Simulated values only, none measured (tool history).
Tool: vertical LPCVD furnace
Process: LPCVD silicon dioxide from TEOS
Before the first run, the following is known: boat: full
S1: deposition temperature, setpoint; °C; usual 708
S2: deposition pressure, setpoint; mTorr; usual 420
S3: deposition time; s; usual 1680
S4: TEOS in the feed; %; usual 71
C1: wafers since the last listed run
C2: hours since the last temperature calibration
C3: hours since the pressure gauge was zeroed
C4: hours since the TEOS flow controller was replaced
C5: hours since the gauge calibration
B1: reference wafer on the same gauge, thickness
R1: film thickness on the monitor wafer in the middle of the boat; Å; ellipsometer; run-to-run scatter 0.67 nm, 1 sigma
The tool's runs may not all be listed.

Run 1, hour 0: usual settings; C1 0; C2 1169.4; C3 2290.2; C4 1534.4; C5 23.8; B1 333.86. Result: R1 2953.9 Å.
Run 2, hour 24.1: usual settings; C1 446; C2 1193.5; C3 2314.3; C4 1558.5; C5 47.9; B1 334.17. Result: R1 2952.4 Å.
Run 3, hour 78.9: usual settings but S3 1470 s; C1 1016; C2 1248.3; C3 2369.1; C4 1613.3; C5 102.7; B1 333.7. Result: R1 2593.6 Å.
Run 4, hour 145.6: usual settings but S3 1470 s; C1 1236; C2 1315; C3 2435.8; C4 1680; C5 169.4; B1 334.04. Result: R1 2591 Å.
Run 5, hour 189.6: usual settings but S3 1470 s; C1 815; C2 1359; C3 2479.8; C4 1724; C5 213.4; B1 333.97. Result: R1 2600.7 Å.
Run 6, hour 251.3: usual settings; C1 1144; C2 1420.7; C3 2541.5; C4 1785.7; C5 275.1; B1 333.98. Result: R1 2981.9 Å.
Run 7, hour 353.3: usual settings but S4 75 %; C1 1891; C2 1522.7; C3 2643.5; C4 1887.7; C5 377.1; B1 334.01. Result: R1 3058.5 Å.
At hour 398.4: thermocouples replaced and temperature profile calibrated.
Run 8, hour 398.9: usual settings but S4 75 %; C1 400; C2 0.5; C3 2689.1; C4 1933.3; C5 422.7; B1 334.18. Result: R1 3116 Å.
Run 9, hour 421.9: usual settings but S4 60 %; C1 426; C2 23.5; C3 2712.1; C4 1956.3; C5 445.7; B1 334.13. Result: R1 2777.1 Å.
Run 10, hour 485.8: usual settings but S3 1170 s; C1 1184; C2 87.4; C3 2776; C4 2020.2; C5 509.6; B1 334.08. Result: R1 2110.8 Å.
Run 11, hour 522.3: usual settings but S3 1170 s; C1 676; C2 123.9; C3 2812.5; C4 2056.7; C5 546.1; B1 334.13. Result: R1 2108.4 Å.
At hour 569: thermocouples replaced and temperature profile calibrated, repeated, since the last time left the tool worse.
At hour 575.5: TEOS flow controller replaced.
Run 12, hour 576: usual settings; C1 430; C2 7; C3 2866.2; C4 0.5; C5 599.8; B1 333.85. Result: R1 2915.3 Å.
At hour 614.6: pressure gauge zeroed.
Run 13, hour 664.1: usual settings; C1 1188; C2 95.1; C3 49.5; C4 88.6; C5 687.9; B1 333.97. Result: R1 2915.9 Å.
Run 14, hour 695.3: usual settings but S3 1410 s; C1 578; C2 126.3; C3 80.7; C4 119.8; C5 719.1; B1 334.14. Result: R1 2463.1 Å.
Run 15, hour 762.5: usual settings but S1 696 °C, S2 485 mTorr, S3 2100 s, S4 66 %; C1 1246; C2 193.5; C3 147.9; C4 187; C5 786.3; B1 334.38. Result: R1 2858.4 Å.
Run 16, hour 794.2: usual settings but S2 520 mTorr, S4 57 %; C1 587; C2 225.2; C3 179.6; C4 218.7; C5 818; B1 333.94. Result: R1 2902.5 Å.
Run 17, hour 835.7: usual settings but S4 65 %; C1 769; C2 266.7; C3 221.1; C4 260.2; C5 859.5; B1 333.83. Result: R1 2792.4 Å.
Run 18, hour 894.3: usual settings but S2 510 mTorr; C1 1086; C2 325.3; C3 279.7; C4 318.8; C5 918.1; B1 334.43. Result: R1 3219.7 Å.
Run 19, hour 919.2: usual settings but S4 64 %; C1 461; C2 350.2; C3 304.6; C4 343.7; C5 943; B1 334.36. Result: R1 2784.1 Å.
At hour 922.7: gauge calibrated.
Run 20, hour 964.6: usual settings; C1 841; C2 395.6; C3 350; C4 389.1; C5 41.9; B1 333.85. Result: R1 2918.5 Å.
Run 21, hour 1010.3: usual settings but S1 717 °C, S3 1200 s; C1 847; C2 441.3; C3 395.7; C4 434.8; C5 87.6; B1 333.81. Result: R1 2562.7 Å.
Run 22, hour 1078.5: usual settings but S1 699 °C, S4 60 %; C1 1264; C2 509.5; C3 463.9; C4 503; C5 155.8; B1 334.45. Result: R1 2184.6 Å.
Run 23, hour 1113.5: usual settings but S4 58 %; C1 648; C2 544.5; C3 498.9; C4 538; C5 190.8; B1 333.96. Result: R1 2642.8 Å.
Run 24, hour 1139.3: usual settings but S1 703 °C, S3 2160 s; C1 478; C2 570.3; C3 524.7; C4 563.8; C5 216.6; B1 334.16. Result: R1 3358.9 Å.
Run 25, hour 1238.3: usual settings but S3 1230 s; C1 1835; C2 669.3; C3 623.7; C4 662.8; C5 315.6; B1 334.05. Result: R1 2145.6 Å.
Run 26, hour 1281: usual settings; C1 791; C2 712; C3 666.4; C4 705.5; C5 358.3; B1 333.95. Result: R1 2932.3 Å.
Run 27, hour 1312.3: usual settings but S1 720 °C; C1 580; C2 743.3; C3 697.7; C4 736.8; C5 389.6; B1 333.83. Result: R1 3863.9 Å.

Consider 3 possible next runs. They are alternatives, not a sequence: every one starts from the tool as it was left by run 27. What does each give?
Run A, hour 1316.3: usual settings but S2 475 mTorr; C1 74; C2 747.3; C3 701.7; C4 740.8; C5 393.6; B1 ?. Result: R1 ?.
Run B, hour 1316.3: usual settings but S1 697 °C, S3 1290 s, S4 78 %; C1 74; C2 747.3; C3 701.7; C4 740.8; C5 393.6; B1 ?. Result: R1 ?.
Run C, hour 1316.3: usual settings but S3 1020 s; C1 74; C2 747.3; C3 701.7; C4 740.8; C5 393.6; B1 ?. Result: R1 ?.

run      B1      R1
  A  333.95  3115.6
  B  333.95  1828.3
  C  333.95  1778.7
Stripped of hidden state, with their random variation kept, the same runs would have yielded:
run      R1
  A    3092
  B  1814.1
  C  1765.2

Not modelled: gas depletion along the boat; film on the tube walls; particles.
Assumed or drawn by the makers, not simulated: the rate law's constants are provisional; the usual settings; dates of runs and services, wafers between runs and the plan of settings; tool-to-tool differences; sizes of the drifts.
